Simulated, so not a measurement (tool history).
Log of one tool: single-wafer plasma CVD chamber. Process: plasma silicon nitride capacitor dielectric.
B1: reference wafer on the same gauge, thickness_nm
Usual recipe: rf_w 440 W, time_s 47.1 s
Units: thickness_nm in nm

{"run": 1, "hour": 0.0, "rf_w": 480, "time_s": 54.4, "B1": 63.119, "thickness_nm": 76.001}
{"run": 2, "hour": 22.6, "rf_w": 480, "time_s": 54.4, "B1": 63.088, "thickness_nm": 75.706}
{"run": 3, "hour": 56.1, "rf_w": 440, "time_s": 47.1, "B1": 63.119, "thickness_nm": 62.947}
{"run": 4, "hour": 82.8, "rf_w": 440, "time_s": 47.1, "B1": 63.108, "thickness_nm": 62.884}
{"run": 5, "hour": 94.9, "rf_w": 440, "time_s": 47.1, "B1": 63.116, "thickness_nm": 63.21}
{"run": 6, "hour": 119.5, "rf_w": 390, "time_s": 43.5, "B1": 63.119, "thickness_nm": 54.894}
{"run": 7, "hour": 176.8, "rf_w": 440, "time_s": 47.1, "B1": 63.113, "thickness_nm": 62.974}
{"run": 8, "hour": 210.5, "rf_w": 440, "time_s": 47.1, "B1": 63.108, "thickness_nm": 62.779}
{"run": 9, "hour": 236.9, "rf_w": 505, "time_s": 47.1, "B1": 63.133, "thickness_nm": 66.746}
{"run": 10, "hour": 271.0, "rf_w": 505, "time_s": 47.1, "B1": 63.077, "thickness_nm": 67.032}
{"hour": 284.6, "done": "gauge calibrated"}
{"hour": 296.2, "done": "RF generator calibrated"}
{"run": 11, "hour": 305.6, "rf_w": 505, "time_s": 47.1, "B1": 63.15, "thickness_nm": 65.875}
{"run": 12, "hour": 327.7, "rf_w": 440, "time_s": 47.1, "B1": 63.073, "thickness_nm": 61.748}
{"run": 13, "hour": 352.9, "rf_w": 440, "time_s": 47.1, "B1": 63.085, "thickness_nm": 61.727}
{"hour": 386.4, "done": "showerhead replaced"}
{"run": 14, "hour": 386.9, "rf_w": 475, "time_s": 52.9, "B1": 63.073, "thickness_nm": 71.843}

Forecast run 15:
{"run": 15, "hour": 403.9, "rf_w": 520, "time_s": 54.1, "B1": "?", "thickness_nm": "?"}

Run 15 came out at B1 63.048, thickness_nm 76.098 nm.
If the tool had no hidden condition, the same run with the same run-to-run variation would have returned thickness_nm 80.159 nm.
